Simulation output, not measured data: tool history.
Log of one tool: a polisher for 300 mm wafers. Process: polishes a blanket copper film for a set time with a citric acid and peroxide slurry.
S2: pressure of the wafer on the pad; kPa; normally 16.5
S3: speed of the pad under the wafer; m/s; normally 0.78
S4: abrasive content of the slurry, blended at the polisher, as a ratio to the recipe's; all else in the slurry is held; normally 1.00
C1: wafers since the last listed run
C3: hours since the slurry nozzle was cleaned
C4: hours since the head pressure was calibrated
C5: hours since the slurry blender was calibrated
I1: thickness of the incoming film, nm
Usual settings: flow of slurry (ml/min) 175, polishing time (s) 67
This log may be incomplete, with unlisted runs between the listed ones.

{"run": 1, "day": 0.0, "flow of slurry (ml/min)": 175, "S2": 16.5, "S3": 0.78, "S4": 0.8, "polishing time (s)": 75, "C1": 0, "wafers polished on this pad": 15, "C3": 839.9, "C4": 241.7, "C5": 146.6, "I1": 1029.5, "film removed (nm)": 86.4}
{"run": 2, "day": 1.108, "flow of slurry (ml/min)": 175, "S2": 16.5, "S3": 0.78, "S4": 1.0, "polishing time (s)": 67, "C1": 253, "wafers polished on this pad": 269, "C3": 866.5, "C4": 268.3, "C5": 173.2, "I1": 1024.0, "film removed (nm)": 83.5}
{"run": 3, "day": 2.262, "flow of slurry (ml/min)": 175, "S2": 16.5, "S3": 0.78, "S4": 1.0, "polishing time (s)": 67, "C1": 264, "wafers polished on this pad": 533, "C3": 894.2, "C4": 296.0, "C5": 200.9, "I1": 1043.2, "film removed (nm)": 81.7}
{"day": 2.492, "done": "head pressure recalibrated"}
{"run": 4, "day": 3.225, "flow of slurry (ml/min)": 175, "S2": 16.5, "S3": 0.78, "S4": 1.0, "polishing time (s)": 67, "C1": 201, "wafers polished on this pad": 734, "C3": 917.3, "C4": 17.6, "C5": 224.0, "I1": 1037.7, "film removed (nm)": 81.8}
{"day": 3.338, "done": "slurry nozzle cleaned"}
{"run": 5, "day": 4.329, "flow of slurry (ml/min)": 175, "S2": 16.5, "S3": 0.78, "S4": 1.0, "polishing time (s)": 67, "C1": 243, "wafers polished on this pad": 977, "C3": 23.8, "C4": 44.1, "C5": 250.5, "I1": 1022.9, "film removed (nm)": 82.7}
{"run": 6, "day": 4.879, "flow of slurry (ml/min)": 175, "S2": 16.5, "S3": 0.78, "S4": 0.85, "polishing time (s)": 67, "C1": 125, "wafers polished on this pad": 1103, "C3": 37.0, "C4": 57.3, "C5": 263.7, "I1": 1038.8, "film removed (nm)": 76.8}
{"run": 7, "day": 5.962, "flow of slurry (ml/min)": 175, "S2": 16.5, "S3": 0.78, "S4": 1.15, "polishing time (s)": 67, "C1": 247, "wafers polished on this pad": 1350, "C3": 63.0, "C4": 83.3, "C5": 289.7, "I1": 1041.9, "film removed (nm)": 82.3}
{"run": 8, "day": 6.796, "flow of slurry (ml/min)": 175, "S2": 16.5, "S3": 0.78, "S4": 1.0, "polishing time (s)": 67, "C1": 190, "wafers polished on this pad": 1541, "C3": 83.0, "C4": 103.3, "C5": 309.7, "I1": 1053.2, "film removed (nm)": 78.9}
{"run": 9, "day": 7.633, "flow of slurry (ml/min)": 145, "S2": 21.4, "S3": 0.78, "S4": 1.1, "polishing time (s)": 67, "C1": 191, "wafers polished on this pad": 1733, "C3": 103.1, "C4": 123.4, "C5": 329.8, "I1": 1044.0, "film removed (nm)": 99.1}
{"run": 10, "day": 9.062, "flow of slurry (ml/min)": 175, "S2": 16.5, "S3": 0.78, "S4": 1.0, "polishing time (s)": 67, "C1": 326, "wafers polished on this pad": 2060, "C3": 137.4, "C4": 157.7, "C5": 364.1, "I1": 1054.4, "film removed (nm)": 73.6}
{"day": 9.75, "done": "slurry blender recalibrated"}
{"day": 10.679, "done": "worn pad replaced by a new one"}
{"run": 11, "day": 10.7, "flow of slurry (ml/min)": 230, "S2": 16.5, "S3": 0.78, "S4": 1.0, "polishing time (s)": 67, "C1": 317, "wafers polished on this pad": 5, "C3": 176.7, "C4": 197.0, "C5": 22.8, "I1": 1038.2, "film removed (nm)": 83.9}
{"run": 12, "day": 11.958, "flow of slurry (ml/min)": 175, "S2": 15.2, "S3": 0.6, "S4": 1.0, "polishing time (s)": 67, "C1": 287, "wafers polished on this pad": 292, "C3": 206.9, "C4": 227.2, "C5": 53.0, "I1": 1021.9, "film removed (nm)": 61.1}
{"run": 13, "day": 13.358, "flow of slurry (ml/min)": 175, "S2": 16.5, "S3": 0.78, "S4": 1.0, "polishing time (s)": 67, "C1": 320, "wafers polished on this pad": 613, "C3": 240.5, "C4": 260.8, "C5": 86.6, "I1": 1034.6, "film removed (nm)": 82.7}
{"run": 14, "day": 14.65, "flow of slurry (ml/min)": 175, "S2": 16.5, "S3": 0.78, "S4": 1.15, "polishing time (s)": 67, "C1": 295, "wafers polished on this pad": 908, "C3": 271.5, "C4": 291.8, "C5": 117.6, "I1": 1045.5, "film removed (nm)": 85.8}
{"run": 15, "day": 15.921, "flow of slurry (ml/min)": 175, "S2": 16.5, "S3": 0.78, "S4": 1.0, "polishing time (s)": 67, "C1": 290, "wafers polished on this pad": 1199, "C3": 302.0, "C4": 322.3, "C5": 148.1, "I1": 1043.3, "film removed (nm)": 80.2}
{"run": 16, "day": 17.3, "flow of slurry (ml/min)": 175, "S2": 16.5, "S3": 0.78, "S4": 1.0, "polishing time (s)": 67, "C1": 315, "wafers polished on this pad": 1514, "C3": 335.1, "C4": 355.4, "C5": 181.2, "I1": 1046.4, "film removed (nm)": 78.8}
{"run": 17, "day": 17.946, "flow of slurry (ml/min)": 120, "S2": 21.4, "S3": 0.7, "S4": 0.8, "polishing time (s)": 67, "C1": 147, "wafers polished on this pad": 1662, "C3": 350.6, "C4": 370.9, "C5": 196.7, "I1": 1042.6, "film removed (nm)": 81.6}
{"day": 18.738, "done": "head pressure recalibrated"}
{"run": 18, "day": 18.771, "flow of slurry (ml/min)": 175, "S2": 16.5, "S3": 0.56, "S4": 1.0, "polishing time (s)": 90, "C1": 169, "wafers polished on this pad": 1832, "C3": 370.4, "C4": 0.8, "C5": 216.5, "I1": 1040.1, "film removed (nm)": 77.9}
{"run": 19, "day": 19.583, "flow of slurry (ml/min)": 200, "S2": 16.5, "S3": 0.78, "S4": 1.1, "polishing time (s)": 67, "C1": 185, "wafers polished on this pad": 2018, "C3": 389.9, "C4": 20.3, "C5": 236.0, "I1": 1049.8, "film removed (nm)": 80.2}
{"day": 21.354, "done": "worn pad replaced by a new one"}
{"run": 20, "day": 23.871, "flow of slurry (ml/min)": 175, "S2": 16.5, "S3": 0.78, "S4": 1.0, "polishing time (s)": 67, "C1": 942, "wafers polished on this pad": 575, "C3": 492.8, "C4": 123.2, "C5": 338.9, "I1": 1060.5, "film removed (nm)": 83.8}
{"run": 21, "day": 24.442, "flow of slurry (ml/min)": 175, "S2": 21.4, "S3": 0.78, "S4": 1.0, "polishing time (s)": 67, "C1": 130, "wafers polished on this pad": 706, "C3": 506.5, "C4": 136.9, "C5": 352.6, "I1": 1045.5, "film removed (nm)": 103.7}
{"run": 22, "day": 25.575, "flow of slurry (ml/min)": 115, "S2": 16.5, "S3": 0.78, "S4": 0.75, "polishing time (s)": 67, "C1": 259, "wafers polished on this pad": 965, "C3": 533.7, "C4": 164.1, "C5": 379.8, "I1": 1033.6, "film removed (nm)": 71.4}
{"day": 25.938, "done": "slurry blender recalibrated"}
{"run": 23, "day": 26.692, "flow of slurry (ml/min)": 175, "S2": 16.5, "S3": 0.78, "S4": 1.3, "polishing time (s)": 56, "C1": 236, "wafers polished on this pad": 1202, "C3": 560.5, "C4": 190.9, "C5": 18.1, "I1": 1050.7, "film removed (nm)": 70.4}
{"run": 24, "day": 27.421, "flow of slurry (ml/min)": 175, "S2": 16.5, "S3": 0.78, "S4": 1.0, "polishing time (s)": 67, "C1": 166, "wafers polished on this pad": 1369, "C3": 578.0, "C4": 208.4, "C5": 35.6, "I1": 1038.2, "film removed (nm)": 79.1}
{"run": 25, "day": 28.088, "flow of slurry (ml/min)": 175, "S2": 16.5, "S3": 0.66, "S4": 1.0, "polishing time (s)": 85, "C1": 152, "wafers polished on this pad": 1521, "C3": 594.0, "C4": 224.4, "C5": 51.6, "I1": 1044.9, "film removed (nm)": 86.1}
{"day": 30.071, "done": "worn pad replaced by a new one"}
{"run": 26, "day": 30.442, "flow of slurry (ml/min)": 115, "S2": 13.1, "S3": 0.78, "S4": 1.2, "polishing time (s)": 56, "C1": 500, "wafers polished on this pad": 84, "C3": 650.5, "C4": 280.9, "C5": 108.1, "I1": 1052.5, "film removed (nm)": 55.2}
{"run": 27, "day": 31.571, "flow of slurry (ml/min)": 175, "S2": 16.5, "S3": 1.04, "S4": 1.0, "polishing time (s)": 67, "C1": 258, "wafers polished on this pad": 343, "C3": 677.6, "C4": 308.0, "C5": 135.2, "I1": 1025.5, "film removed (nm)": 104.0}
{"run": 28, "day": 32.321, "flow of slurry (ml/min)": 175, "S2": 16.5, "S3": 0.96, "S4": 1.0, "polishing time (s)": 67, "C1": 171, "wafers polished on this pad": 514, "C3": 695.6, "C4": 326.0, "C5": 153.2, "I1": 1043.6, "film removed (nm)": 97.8}
{"run": 29, "day": 33.204, "flow of slurry (ml/min)": 175, "S2": 16.5, "S3": 0.56, "S4": 1.0, "polishing time (s)": 67, "C1": 202, "wafers polished on this pad": 716, "C3": 716.8, "C4": 347.2, "C5": 174.4, "I1": 1043.1, "film removed (nm)": 62.0}
{"run": 30, "day": 33.788, "flow of slurry (ml/min)": 175, "S2": 16.5, "S3": 0.78, "S4": 1.0, "polishing time (s)": 67, "C1": 133, "wafers polished on this pad": 850, "C3": 730.8, "C4": 361.2, "C5": 188.4, "I1": 1036.9, "film removed (nm)": 79.0}

For each run, what was the tool's unlogged condition?
slurry flow missing at the pad, %: 0 across all the runs
deviation of the head's pressure from its setpoint, %: 0 across all the runs
abrasive missing from the slurry, %: 0 across all the runs
H1: removal rate lost through wear of the pad, %
run=1 H1=0.9
run=2 H1=1.06
run=3 H1=1.53
run=4 H1=2.15
run=5 H1=3.13
run=6 H1=3.72
run=7 H1=5.09
run=8 H1=6.33
run=9 H1=7.73
run=10 H1=10.5
run=11 H1=0.516
run=12 H1=0.705
run=13 H1=1.34
run=14 H1=2.33
run=15 H1=3.68
run=16 H1=5.57
run=17 H1=6.6
run=18 H1=8.06
run=19 H1=9.65
run=20 H1=2.06
run=21 H1=2.42
run=22 H1=3.38
run=23 H1=4.61
run=24 H1=5.57
run=25 H1=6.55
run=26 H1=2.36
run=27 H1=2.6
run=28 H1=2.93
run=29 H1=3.47
run=30 H1=3.93
